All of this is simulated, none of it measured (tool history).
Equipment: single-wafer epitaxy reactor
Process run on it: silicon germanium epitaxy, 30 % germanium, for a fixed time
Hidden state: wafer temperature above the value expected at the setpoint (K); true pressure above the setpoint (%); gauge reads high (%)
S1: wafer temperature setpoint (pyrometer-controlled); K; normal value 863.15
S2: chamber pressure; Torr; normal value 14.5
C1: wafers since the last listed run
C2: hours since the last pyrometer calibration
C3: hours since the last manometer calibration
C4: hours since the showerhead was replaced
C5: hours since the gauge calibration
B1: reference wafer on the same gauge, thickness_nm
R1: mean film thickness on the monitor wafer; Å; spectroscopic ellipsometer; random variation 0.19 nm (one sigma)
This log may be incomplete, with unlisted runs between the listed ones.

run   hour      S1    S2    C1      C2      C3      C4     C5      B1      R1
  1      0  858.15  14.5     0   428.9  1817.3  3841.7  288.1  50.272  439.22
  2     25  863.15  14.5   342   453.9  1842.3  3866.7  313.1  50.173   474.6
  3   39.2  863.15  14.5   194   468.1  1856.5  3880.9  327.3  50.228  473.26
  4  101.5  863.15  14.5   853   530.4  1918.8  3943.2  389.6  50.233  476.61
  5  117.2  863.15  14.5   215   546.1  1934.5  3958.9  405.3   50.15  480.53
  6  148.2  863.15  14.5   424   577.1  1965.5  3989.9  436.3  50.237  474.75
  7  183.8  863.15  14.5   487   612.7  2001.1  4025.5  471.9  50.243  476.83
  8  219.7  863.15  14.5   491   648.6    2037  4061.4  507.8  50.203   480.4
  9  235.6  863.15  14.5   217   664.5  2052.9  4077.3  523.7   50.19  477.48
 10    255  863.15  14.5   265   683.9  2072.3  4096.7  543.1   50.18  480.71
 11  277.1  863.15  14.5   302     706  2094.4  4118.8  565.2  50.214   478.3
 12  310.7  863.15  14.5   460   739.6    2128  4152.4  598.8   50.13  480.51
     331.7  -- capacitance manometer re-zeroed and calibrated
 13    334  863.15  14.5   209   762.9     2.3  4175.7  622.1  50.194  482.14
 14  357.9  863.15  14.5   327   786.8    26.2  4199.6    646  50.178     484
 15  391.1  868.15  15.5   454     820    59.4  4232.8  679.2  50.158   534.6
 16  424.4  868.15  15.5   456   853.3    92.7  4266.1  712.5  50.197  530.37
 17    446  863.15  14.5   295   874.9   114.3  4287.7  734.1  50.189  478.01
 18  480.9  868.15  15.5   478   909.8   149.2  4322.6    769  50.209  532.85
     504.9  -- showerhead replaced, of another model than before
 19  571.3  863.15  14.5  1128  1000.2   239.6    66.4  859.4   50.26  480.44
     596.2  -- gauge calibrated
 20  598.1  863.15  12.6   367    1027   266.4    93.2    1.9  50.268     467
     615.9  -- pyrometer calibrated
 21  616.4  863.15  15.7   141     0.5   284.7   111.5   20.2  50.189  466.62
 22    635  849.15  11.5   254    19.1   303.3   130.1   38.8  50.218  345.49
 23  662.9  871.15  15.6   382      47   331.2     158   66.7  50.152  533.48
 24  694.3  863.15  14.5   430    78.4   362.6   189.4   98.1  50.293  459.96
 25    710  855.15  15.7   215    94.1   378.3   205.1  113.8  50.166  409.31
 26  726.8  863.15  17.8   230   110.9   395.1   221.9  130.6   50.23  486.43
 27    745  876.15  17.5   249   129.1   413.3   240.1  148.8  50.157  594.72
 28  772.3  867.15    18   374   156.4   440.6   267.4  176.1  50.132  517.85
 29    803  868.15  12.3   420   187.1   471.3   298.1  206.8  50.288  487.41
 30  838.5  850.15  14.5   486   222.6   506.8   333.6  242.3  50.249  373.32
 31  852.7  852.15  14.5   194   236.8     521   347.8  256.5  50.222  389.07
 32  869.8  872.15  11.6   234   253.9   538.1   364.9  273.6  50.204  515.95
 33  882.2  863.15  15.4   169   266.3   550.5   377.3    286  50.209  476.58
 34  904.8  876.15  13.4   309   288.9   573.1   399.9  308.6  50.164  573.02
 35  919.6  878.15  17.7   202   303.7   587.9   414.7  323.4  50.229  625.94

Predict each of these 4 candidate next runs independently; none follows another, all start after run 35:
  A   920  855.15  14.5   5  304.1  588.3  415.1  323.8   ?   ?
  B   920  863.15  12.9   5  304.1  588.3  415.1  323.8   ?   ?
  C   920  855.15  13.6   5  304.1  588.3  415.1  323.8   ?   ?
  D   920  877.15  15.6   5  304.1  588.3  415.1  323.8   ?   ?

run      B1      R1
  A  50.216   412.2
  B  50.216  458.45
  C  50.216  406.32
  D  50.216  600.01
What these runs would have given with no unlogged condition in the tool:
run      R1
  A  401.46
  B   446.7
  C  395.74
  D  585.06
